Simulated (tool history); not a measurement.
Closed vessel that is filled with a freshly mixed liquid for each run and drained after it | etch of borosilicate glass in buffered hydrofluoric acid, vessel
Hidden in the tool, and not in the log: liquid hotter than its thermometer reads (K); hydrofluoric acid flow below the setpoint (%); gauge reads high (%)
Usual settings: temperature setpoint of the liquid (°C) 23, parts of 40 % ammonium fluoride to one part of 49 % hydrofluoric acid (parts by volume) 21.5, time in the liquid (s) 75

run    hour  temperature setpoint of the liquid (°C)  parts of 40 % ammonium fluoride to one part of 49 % hydrofluoric acid (parts by volume)  time in the liquid (s)  wafers since the last listed run  hours since the thermometer was replaced  hours since the hydrofluoric acid flow meter was replaced  hours since the gauge calibration  read-back film thickness of the borosilicate glass reference wafer, read on the same gauge (nm)  thickness taken off the borosilicate glass on a monitor wafer (nm)
  1       0                                       21                                                                                     25.5                      75                                 0                                      87.8                                                      618.9                              479.8                                                                                            80.01                                                               35.58
  2      79                                       21                                                                                     25.5                      75                              8131                                     166.8                                                      697.9                              558.8                                                                                            80.01                                                               35.51
  3   176.5                                       21                                                                                     25.5                      75                             10036                                     264.3                                                      795.4                              656.3                                                                                            79.99                                                               35.29
  4   282.2                                     20.5                                                                                     21.5                      75                             10880                                       370                                                      901.1                                762                                                                                            80.01                                                               39.04
  5   360.2                                     20.5                                                                                     21.5                      75                              8029                                       448                                                      979.1                                840                                                                                               80                                                               38.98
  6   439.9                                     20.5                                                                                     21.5                      75                              8204                                     527.7                                                     1058.8                              919.7                                                                                            80.02                                                               38.89
  7   477.3                                       23                                                                                     21.5                      75                              3849                                     565.1                                                     1096.2                              957.1                                                                                            79.99                                                               44.21
  8     533                                       23                                                                                     21.5                     100                              5733                                     620.8                                                     1151.9                             1012.8                                                                                            80.02                                                               59.27
  9   606.7                                       23                                                                                     21.5                      75                              7586                                     694.5                                                     1225.6                             1086.5                                                                                               80                                                               44.42
 10   646.2                                       23                                                                                     21.5                      75                              4065                                       734                                                     1265.1                               1126                                                                                               80                                                                44.4
 11     702                                     21.5                                                                                     21.5                      75                              5743                                     789.8                                                     1320.9                             1181.8                                                                                            79.99                                                               40.87
 12   775.1                                       19                                                                                       26                      40                              7524                                     862.9                                                       1394                             1254.9                                                                                            79.99                                                               16.69
      838.2  -- gauge calibrated
      839.3  -- hydrofluoric acid flow meter replaced
 13   856.8                                     18.5                                                                                     21.5                      60                              8306                                     944.6                                                       17.5                               18.6                                                                                            80.01                                                               27.81
 14   901.2                                       23                                                                                       14                      75                              4570                                       989                                                       61.9                                 63                                                                                            80.01                                                                67.1
      922.6  -- thermometer replaced
 15   985.2                                     18.5                                                                                     21.5                      60                              8543                                      62.6                                                      145.9                                147                                                                                            79.99                                                               27.72
 16  1073.8                                       23                                                                                     21.5                      95                              9120                                     151.2                                                      234.5                              235.6                                                                                            80.03                                                               56.52
 17    1112                                       19                                                                                       25                      60                              3932                                     189.4                                                      272.7                              273.8                                                                                            80.02                                                               25.65
 18  1175.9                                     19.5                                                                                     21.5                      90                              6577                                     253.3                                                      336.6                              337.7                                                                                            80.01                                                               44.13
 19  1263.7                                       23                                                                                     21.5                      75                              9037                                     341.1                                                      424.4                              425.5                                                                                            80.01                                                               44.43
 20  1305.9                                     21.5                                                                                     21.5                      75                              4343                                     383.3                                                      466.6                              467.7                                                                                            79.98                                                               41.02
 21  1345.2                                       23                                                                                     21.5                      75                              4045                                     422.6                                                      505.9                                507                                                                                            80.01                                                               44.11

What the log doesn't show, run by run:
liquid hotter than its thermometer reads (K): 0 in every run
hydrofluoric acid flow below the setpoint (%): 0 in every run
gauge reads high (%): 0 in every run
